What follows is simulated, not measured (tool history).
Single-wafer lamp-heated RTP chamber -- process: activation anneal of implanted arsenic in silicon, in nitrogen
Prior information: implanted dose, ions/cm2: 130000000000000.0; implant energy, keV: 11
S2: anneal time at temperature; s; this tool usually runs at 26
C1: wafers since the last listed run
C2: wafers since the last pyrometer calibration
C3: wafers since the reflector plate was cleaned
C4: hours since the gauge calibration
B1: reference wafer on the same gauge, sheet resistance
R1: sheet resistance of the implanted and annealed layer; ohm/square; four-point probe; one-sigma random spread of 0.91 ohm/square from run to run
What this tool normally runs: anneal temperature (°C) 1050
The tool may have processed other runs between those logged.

Run 1, day 0.000: usual settings; C1 0; C2 12015; C3 7756; C4 1535.9; B1 515.39. Result: R1 486.03 ohm/square.
At day 1.967: pyrometer window cleaned and pyrometer calibrated.
At day 7.462: reflector plate cleaned.
Run 2, day 7.488: usual settings; C1 4108; C2 3123; C3 16; C4 1715.6; B1 515.93. Result: R1 488.31 ohm/square.
Run 3, day 11.233: usual settings; C1 2256; C2 5379; C3 2272; C4 1805.5; B1 516.62. Result: R1 487.45 ohm/square.
At day 11.946: gauge calibrated.
At day 24.175: pyrometer window cleaned and pyrometer calibrated.
Run 4, day 24.521: usual settings; C1 7802; C2 207; C3 10075; C4 301.8; B1 516.20. Result: R1 485.17 ohm/square.
Run 5, day 28.788: usual settings; C1 2570; C2 2777; C3 12645; C4 404.2; B1 515.99. Result: R1 484.75 ohm/square.
At day 32.458: reflector plate cleaned.
Run 6, day 33.225: usual settings but anneal temperature (°C) 1027, S2 22 s; C1 2472; C2 5249; C3 461; C4 510.7; B1 516.25. Result: R1 493.31 ohm/square.
Run 7, day 37.367: usual settings but anneal temperature (°C) 1027, S2 22 s; C1 2494; C2 7744; C3 2956; C4 610.1; B1 515.75. Result: R1 494.06 ohm/square.
Run 8, day 40.212: usual settings; C1 1714; C2 9458; C3 4670; C4 678.4; B1 515.79. Result: R1 482.80 ohm/square.
Run 9, day 43.917: usual settings; C1 2231; C2 11689; C3 6901; C4 767.3; B1 516.10. Result: R1 483.74 ohm/square.
At day 46.004: pyrometer window cleaned and pyrometer calibrated, repeated, since the last time left the tool worse.
Run 10, day 47.471: usual settings; C1 1940; C2 883; C3 8842; C4 852.6; B1 515.88. Result: R1 490.30 ohm/square.
Run 11, day 51.454: usual settings; C1 2399; C2 3282; C3 11241; C4 948.2; B1 515.89. Result: R1 491.12 ohm/square.
Run 12, day 54.896: usual settings but S2 35 s; C1 2073; C2 5355; C3 13314; C4 1030.8; B1 515.70. Result: R1 484.43 ohm/square.
At day 56.208: reflector plate cleaned.
Run 13, day 58.712: usual settings but S2 35 s; C1 2098; C2 7454; C3 1509; C4 1122.4; B1 515.49. Result: R1 480.95 ohm/square.
Run 14, day 63.167: usual settings but S2 35 s; C1 2682; C2 10137; C3 4192; C4 1229.3; B1 516.35. Result: R1 481.71 ohm/square.
Run 15, day 67.346: usual settings; C1 2517; C2 12654; C3 6709; C4 1329.6; B1 516.65. Result: R1 487.11 ohm/square.
Run 16, day 71.650: usual settings but anneal temperature (°C) 1042, S2 39 s; C1 2592; C2 15247; C3 9302; C4 1432.9; B1 516.40. Result: R1 482.66 ohm/square.
At day 72.750: pyrometer window cleaned and pyrometer calibrated.
Run 17, day 75.021: usual settings; C1 1829; C2 1367; C3 11132; C4 1513.8; B1 516.22. Result: R1 488.51 ohm/square.
Run 18, day 79.404: usual settings but anneal temperature (°C) 1022, S2 15 s; C1 2640; C2 4008; C3 13772; C4 1619.0; B1 516.33. Result: R1 501.11 ohm/square.
Run 19, day 81.800: usual settings; C1 1443; C2 5451; C3 15215; C4 1676.5; B1 516.08. Result: R1 490.69 ohm/square.
At day 83.283: reflector plate cleaned.
Run 20, day 85.788: usual settings but S2 16 s; C1 2201; C2 7652; C3 1509; C4 1772.2; B1 515.60. Result: R1 493.97 ohm/square.
At day 86.171: gauge calibrated.
Run 21, day 88.221: usual settings but anneal temperature (°C) 1024, S2 36 s; C1 1465; C2 9118; C3 2974; C4 49.2; B1 515.78. Result: R1 491.11 ohm/square.
Run 22, day 91.267: usual settings but S2 41 s; C1 1834; C2 10952; C3 4809; C4 122.3; B1 515.93. Result: R1 478.90 ohm/square.
At day 95.062: pyrometer window cleaned and pyrometer calibrated.
Run 23, day 95.167: usual settings but anneal temperature (°C) 1035, S2 34 s; C1 2148; C2 61; C3 6957; C4 215.9; B1 515.59. Result: R1 490.53 ohm/square.
Run 24, day 98.908: usual settings but anneal temperature (°C) 1028, S2 35 s; C1 2253; C2 2315; C3 9211; C4 305.7; B1 516.15. Result: R1 491.82 ohm/square.
Run 25, day 102.812: usual settings but anneal temperature (°C) 1058, S2 21 s; C1 2351; C2 4666; C3 11563; C4 399.4; B1 515.35. Result: R1 489.16 ohm/square.
Run 26, day 104.696: usual settings; C1 1134; C2 5801; C3 12697; C4 444.6; B1 515.79. Result: R1 487.25 ohm/square.
Run 27, day 108.196: usual settings but anneal temperature (°C) 1034, S2 15 s; C1 2108; C2 7909; C3 14805; C4 528.6; B1 516.11. Result: R1 498.41 ohm/square.
At day 110.133: reflector plate cleaned.
Run 28, day 110.221: usual settings; C1 1018; C2 8928; C3 52; C4 577.2; B1 516.23. Result: R1 487.93 ohm/square.
Run 29, day 116.529: usual settings but anneal temperature (°C) 1037, S2 20 s; C1 3799; C2 12728; C3 3852; C4 728.6; B1 516.03. Result: R1 493.47 ohm/square.
At day 118.858: pyrometer window cleaned and pyrometer calibrated.
Run 30, day 119.592: usual settings but anneal temperature (°C) 1073, S2 11 s; C1 1643; C2 440; C3 5496; C4 802.1; B1 516.02. Result: R1 493.61 ohm/square.

What was the tool's hidden state at every run in the log?
wafer temperature error from the tarnished reflector plate, K: 0, the same for each run
gauge reads high (%): 0, the same for each run
H1: true wafer temperature minus pyrometer reading, K
run     H1
  1   4.71
  2   2.54
  3   3.35
  4     11
  5   11.9
  6   12.9
  7   13.8
  8   14.4
  9   15.2
 10  0.324
 11   1.19
 12   1.94
 13   2.77
 14   3.74
 15   4.65
 16   5.58
 17  0.585
 18   1.54
 19   2.06
 20   2.93
 21   3.46
 22   4.12
 23  0.557
 24   1.37
 25   2.22
 26   2.63
 27   3.39
 28   3.83
 29    5.2
 30  0.543
